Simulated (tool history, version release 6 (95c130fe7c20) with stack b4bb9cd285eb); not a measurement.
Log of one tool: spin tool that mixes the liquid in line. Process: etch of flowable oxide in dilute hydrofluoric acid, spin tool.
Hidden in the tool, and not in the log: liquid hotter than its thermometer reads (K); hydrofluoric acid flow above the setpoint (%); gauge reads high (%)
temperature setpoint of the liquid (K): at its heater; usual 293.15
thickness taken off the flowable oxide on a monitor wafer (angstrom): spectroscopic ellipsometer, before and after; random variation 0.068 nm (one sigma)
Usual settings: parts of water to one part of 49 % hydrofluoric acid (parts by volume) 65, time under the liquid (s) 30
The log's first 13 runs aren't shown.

run     day  temperature setpoint of the liquid (K)  parts of water to one part of 49 % hydrofluoric acid (parts by volume)  time under the liquid (s)  wafers since the last listed run  hours since the thermometer was replaced  hours since the hydrofluoric acid flow meter was replaced  hours since the gauge calibration  read-back film thickness of the flowable oxide reference wafer, read on the same gauge (nm)  thickness taken off the flowable oxide on a monitor wafer (angstrom)
 14  26.729                                  293.15                                                                      65                         30                               636                                    1509.4                                                      506.2                               62.8                                                                                        90.01                                                                 134.0
 15  27.962                                  293.15                                                                      65                         30                               368                                    1539.0                                                      535.8                               92.4                                                                                        90.01                                                                 132.9
 16  29.312                                  293.15                                                                      65                         30                               403                                    1571.4                                                      568.2                              124.8                                                                                        90.01                                                                 133.6
 17  31.038                                  293.15                                                                      65                         35                               515                                    1612.8                                                      609.6                              166.2                                                                                        89.98                                                                 156.5
 18  32.358                                  291.15                                                                      80                         40                               394                                    1644.5                                                      641.3                              197.9                                                                                        90.00                                                                 130.3
 19  38.525                                  294.65                                                                      45                         30                              1841                                    1792.5                                                      789.3                              345.9                                                                                        90.01                                                                 208.0
 20  39.675                                  293.15                                                                      65                         30                               343                                    1820.1                                                      816.9                              373.5                                                                                        90.02                                                                 132.8
 21  40.738                                  297.65                                                                      65                         30                               317                                    1845.6                                                      842.4                              399.0                                                                                        90.01                                                                 161.0
 22  42.904                                  290.15                                                                      85                         30                               646                                    1897.6                                                      894.4                              451.0                                                                                        90.03                                                                  87.6
 23  44.775                                  293.15                                                                      65                         30                               558                                    1942.5                                                      939.3                              495.9                                                                                        90.00                                                                 133.8
     46.171  -- thermometer replaced
 24  47.112                                  293.15                                                                      65                         30                               685                                      22.6                                                      995.4                              552.0                                                                                        90.00                                                                 134.0
 25  49.796                                  291.65                                                                      55                         20                               801                                      87.0                                                     1059.8                              616.4                                                                                        90.00                                                                  98.8
 26  52.621                                  293.15                                                                      65                         30                               843                                     154.8                                                     1127.6                              684.2                                                                                        89.98                                                                 133.4
     53.175  -- hydrofluoric acid flow meter replaced
 27  54.800                                  291.65                                                                      75                         45                               638                                     207.1                                                       39.0                              736.5                                                                                        90.02                                                                 161.8
 28  56.417                                  290.15                                                                      40                         45                               482                                     245.9                                                       77.8                              775.3                                                                                        89.98                                                                 291.1
 29  58.571                                  290.15                                                                      95                         25                               643                                     297.6                                                      129.5                              827.0                                                                                        90.00                                                                  64.6
 30  61.375                                  290.15                                                                      75                         40                               837                                     364.9                                                      196.8                              894.3                                                                                        90.01                                                                 133.1
 31  63.575                                  293.15                                                                      65                         30                               656                                     417.7                                                      249.6                              947.1                                                                                        90.02                                                                 132.7
 32  65.217                                  293.15                                                                      90                         25                               490                                     457.1                                                      289.0                              986.5                                                                                        89.99                                                                  77.4
 33  66.454                                  293.15                                                                      65                         30                               369                                     486.8                                                      318.7                             1016.2                                                                                        89.98                                                                 132.7
 34  67.788                                  293.15                                                                      65                         30                               398                                     518.8                                                      350.7                             1048.2                                                                                        90.01                                                                 132.5

4 ways to go on from here, each from the tool as it stands after run 34. What would each give?
  A  67.804                                  293.15                                                                      65                         30                                 4                                     519.2                                                      351.1                             1048.6                                                                                            ?                                                                     ?
  B  67.804                                  293.15                                                                      50                         30                                 4                                     519.2                                                      351.1                             1048.6                                                                                            ?                                                                     ?
  C  67.804                                  293.15                                                                      40                         30                                 4                                     519.2                                                      351.1                             1048.6                                                                                            ?                                                                     ?
  D  67.804                                  290.15                                                                      65                         15                                 4                                     519.2                                                      351.1                             1048.6                                                                                            ?                                                                     ?

run  read-back film thickness of the flowable oxide reference wafer, read on the same gauge (nm)  thickness taken off the flowable oxide on a monitor wafer (angstrom)
  A                                                                                        89.99                                                                 133.1
  B                                                                                        89.99                                                                 176.2
  C                                                                                        89.99                                                                 222.9
  D                                                                                        89.99                                                                  58.6
Without the tool's hidden state the same runs would have given:
run  thickness taken off the flowable oxide on a monitor wafer (angstrom)
  A                                                                 133.1
  B                                                                 176.2
  C                                                                 222.9
  D                                                                  58.6
